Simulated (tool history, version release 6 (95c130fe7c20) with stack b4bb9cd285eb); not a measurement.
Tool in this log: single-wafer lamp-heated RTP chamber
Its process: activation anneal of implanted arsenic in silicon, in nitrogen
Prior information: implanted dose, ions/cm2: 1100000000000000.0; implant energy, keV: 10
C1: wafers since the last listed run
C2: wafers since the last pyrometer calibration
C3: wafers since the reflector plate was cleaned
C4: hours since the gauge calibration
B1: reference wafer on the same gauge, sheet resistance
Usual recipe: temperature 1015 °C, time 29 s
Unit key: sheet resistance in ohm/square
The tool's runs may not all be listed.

{"run": 1, "hour": 0.0, "temperature": 1015, "time": 22, "C1": 0, "C2": 951, "C3": 1069, "C4": 573.5, "B1": 147.01, "sheet resistance": 134.95}
{"run": 2, "hour": 17.3, "temperature": 1015, "time": 29, "C1": 138, "C2": 1089, "C3": 1207, "C4": 590.8, "B1": 146.92, "sheet resistance": 128.02}
{"run": 3, "hour": 37.0, "temperature": 1015, "time": 29, "C1": 157, "C2": 1246, "C3": 1364, "C4": 610.5, "B1": 146.88, "sheet resistance": 128.81}
{"run": 4, "hour": 72.7, "temperature": 1015, "time": 29, "C1": 284, "C2": 1531, "C3": 1649, "C4": 646.2, "B1": 147.1, "sheet resistance": 128.12}
{"run": 5, "hour": 87.5, "temperature": 1015, "time": 29, "C1": 118, "C2": 1649, "C3": 1767, "C4": 661, "B1": 147.14, "sheet resistance": 128.5}
{"run": 6, "hour": 121.6, "temperature": 1015, "time": 29, "C1": 272, "C2": 1921, "C3": 2039, "C4": 695.1, "B1": 146.89, "sheet resistance": 128.81}
{"run": 7, "hour": 151.7, "temperature": 1015, "time": 29, "C1": 240, "C2": 2162, "C3": 2280, "C4": 725.2, "B1": 146.81, "sheet resistance": 127.48}
{"run": 8, "hour": 186.5, "temperature": 1015, "time": 29, "C1": 277, "C2": 2439, "C3": 2558, "C4": 760, "B1": 147.21, "sheet resistance": 128}
{"run": 9, "hour": 204.8, "temperature": 1015, "time": 29, "C1": 146, "C2": 2586, "C3": 2704, "C4": 778.3, "B1": 146.91, "sheet resistance": 127.39}
{"run": 10, "hour": 223.7, "temperature": 1030, "time": 21, "C1": 150, "C2": 2736, "C3": 2855, "C4": 797.2, "B1": 146.99, "sheet resistance": 126.98}
{"run": 11, "hour": 241.9, "temperature": 1015, "time": 29, "C1": 145, "C2": 2882, "C3": 3000, "C4": 815.4, "B1": 147.33, "sheet resistance": 128.06}
{"hour": 297.9, "done": "gauge calibrated"}
{"run": 12, "hour": 322.6, "temperature": 1015, "time": 29, "C1": 644, "C2": 3526, "C3": 3644, "C4": 24.7, "B1": 147.07, "sheet resistance": 126.24}
{"hour": 337.8, "done": "reflector plate cleaned"}
{"run": 13, "hour": 338.3, "temperature": 1015, "time": 29, "C1": 61, "C2": 3587, "C3": 4, "C4": 40.4, "B1": 147.16, "sheet resistance": 127.27}
{"run": 14, "hour": 367.1, "temperature": 1015, "time": 29, "C1": 229, "C2": 3817, "C3": 234, "C4": 69.2, "B1": 147.3, "sheet resistance": 127.26}
{"run": 15, "hour": 386.9, "temperature": 1015, "time": 29, "C1": 158, "C2": 3975, "C3": 392, "C4": 89, "B1": 147.16, "sheet resistance": 126.99}
{"run": 16, "hour": 399.1, "temperature": 1015, "time": 29, "C1": 97, "C2": 4073, "C3": 489, "C4": 101.2, "B1": 147.11, "sheet resistance": 126.59}
{"run": 17, "hour": 413.9, "temperature": 1015, "time": 29, "C1": 118, "C2": 4191, "C3": 607, "C4": 116, "B1": 147.37, "sheet resistance": 126.49}
{"run": 18, "hour": 430.2, "temperature": 1015, "time": 29, "C1": 130, "C2": 4321, "C3": 737, "C4": 132.3, "B1": 147.15, "sheet resistance": 126.96}
{"run": 19, "hour": 462.0, "temperature": 1007, "time": 21, "C1": 253, "C2": 4575, "C3": 991, "C4": 164.1, "B1": 147.02, "sheet resistance": 140.16}
{"run": 20, "hour": 479.0, "temperature": 1015, "time": 38, "C1": 135, "C2": 4710, "C3": 1127, "C4": 181.1, "B1": 147.25, "sheet resistance": 120.62}
{"run": 21, "hour": 497.9, "temperature": 988, "time": 19, "C1": 150, "C2": 4861, "C3": 1278, "C4": 200, "B1": 146.93, "sheet resistance": 156.7}
{"run": 22, "hour": 511.5, "temperature": 1036, "time": 41, "C1": 108, "C2": 4970, "C3": 1386, "C4": 213.6, "B1": 146.99, "sheet resistance": 110.88}
{"run": 23, "hour": 523.9, "temperature": 1026, "time": 29, "C1": 98, "C2": 5069, "C3": 1485, "C4": 226, "B1": 147.02, "sheet resistance": 121.61}
{"run": 24, "hour": 546.7, "temperature": 987, "time": 24, "C1": 182, "C2": 5251, "C3": 1667, "C4": 248.8, "B1": 147.14, "sheet resistance": 151.1}
{"run": 25, "hour": 564.3, "temperature": 1015, "time": 29, "C1": 140, "C2": 5391, "C3": 1808, "C4": 266.4, "B1": 147.18, "sheet resistance": 126.18}
{"run": 26, "hour": 587.9, "temperature": 1015, "time": 29, "C1": 188, "C2": 5580, "C3": 1996, "C4": 290, "B1": 146.63, "sheet resistance": 126.31}
{"run": 27, "hour": 603.2, "temperature": 1015, "time": 29, "C1": 122, "C2": 5702, "C3": 2118, "C4": 305.3, "B1": 147.21, "sheet resistance": 127.06}
{"run": 28, "hour": 627.6, "temperature": 999, "time": 29, "C1": 194, "C2": 5897, "C3": 2313, "C4": 329.7, "B1": 147.07, "sheet resistance": 136.53}
{"hour": 697.7, "done": "pyrometer window cleaned and pyrometer calibrated"}
{"run": 29, "hour": 719.0, "temperature": 990, "time": 45, "C1": 665, "C2": 170, "C3": 2979, "C4": 421.1, "B1": 146.96, "sheet resistance": 136.54}
{"run": 30, "hour": 743.6, "temperature": 992, "time": 41, "C1": 196, "C2": 366, "C3": 3175, "C4": 445.7, "B1": 147.15, "sheet resistance": 136.75}
{"run": 31, "hour": 776.8, "temperature": 992, "time": 24, "C1": 265, "C2": 631, "C3": 3440, "C4": 478.9, "B1": 147.1, "sheet resistance": 152.05}
{"run": 32, "hour": 793.0, "temperature": 1015, "time": 29, "C1": 129, "C2": 760, "C3": 3570, "C4": 495.1, "B1": 146.97, "sheet resistance": 129.73}
{"run": 33, "hour": 812.2, "temperature": 994, "time": 29, "C1": 153, "C2": 914, "C3": 3723, "C4": 514.3, "B1": 146.73, "sheet resistance": 143.72}
{"run": 34, "hour": 838.1, "temperature": 998, "time": 13, "C1": 206, "C2": 1120, "C3": 3930, "C4": 540.2, "B1": 146.76, "sheet resistance": 161.23}
{"run": 35, "hour": 853.2, "temperature": 1015, "time": 12, "C1": 120, "C2": 1241, "C3": 4050, "C4": 555.3, "B1": 147.22, "sheet resistance": 151.79}
{"hour": 869.0, "done": "reflector plate cleaned"}
{"run": 36, "hour": 879.0, "temperature": 1015, "time": 24, "C1": 142, "C2": 1383, "C3": 79, "C4": 581.1, "B1": 147.2, "sheet resistance": 133.02}
{"run": 37, "hour": 901.7, "temperature": 1024, "time": 16, "C1": 181, "C2": 1564, "C3": 260, "C4": 603.8, "B1": 146.76, "sheet resistance": 137.43}
{"run": 38, "hour": 936.7, "temperature": 1002, "time": 29, "C1": 279, "C2": 1844, "C3": 540, "C4": 638.8, "B1": 147.19, "sheet resistance": 137.64}

Measured minus without-hidden-state, run by run (identical run-to-run variation in each term; gauge scatter may differ):
Hidden state present: true wafer temperature minus pyrometer reading, K; wafer temperature error from the tarnished reflector plate, K; gauge reads high (%).
run=1 sheet_resistance=-1.42
run=2 sheet_resistance=-1.4
run=3 sheet_resistance=-1.49
run=4 sheet_resistance=-1.65
run=5 sheet_resistance=-1.72
run=6 sheet_resistance=-1.89
run=7 sheet_resistance=-2
run=8 sheet_resistance=-2.17
run=9 sheet_resistance=-2.24
run=10 sheet_resistance=-2.01
run=11 sheet_resistance=-2.41
run=12 sheet_resistance=-2.74
run=13 sheet_resistance=-2.83
run=14 sheet_resistance=-2.95
run=15 sheet_resistance=-3.03
run=16 sheet_resistance=-3.07
run=17 sheet_resistance=-3.14
run=18 sheet_resistance=-3.22
run=19 sheet_resistance=-4.11
run=20 sheet_resistance=-3.04
run=21 sheet_resistance=-4.66
run=22 sheet_resistance=-1.76
run=23 sheet_resistance=-2.8
run=24 sheet_resistance=-5.05
run=25 sheet_resistance=-3.78
run=26 sheet_resistance=-3.88
run=27 sheet_resistance=-3.97
run=28 sheet_resistance=-5.21
run=29 sheet_resistance=-0.44
run=30 sheet_resistance=-0.59
run=31 sheet_resistance=-0.82
run=32 sheet_resistance=-0.71
run=33 sheet_resistance=-1.02
run=34 sheet_resistance=-1.1
run=35 sheet_resistance=-1.14
run=36 sheet_resistance=-1.16
run=37 sheet_resistance=-1.26
run=38 sheet_resistance=-1.67

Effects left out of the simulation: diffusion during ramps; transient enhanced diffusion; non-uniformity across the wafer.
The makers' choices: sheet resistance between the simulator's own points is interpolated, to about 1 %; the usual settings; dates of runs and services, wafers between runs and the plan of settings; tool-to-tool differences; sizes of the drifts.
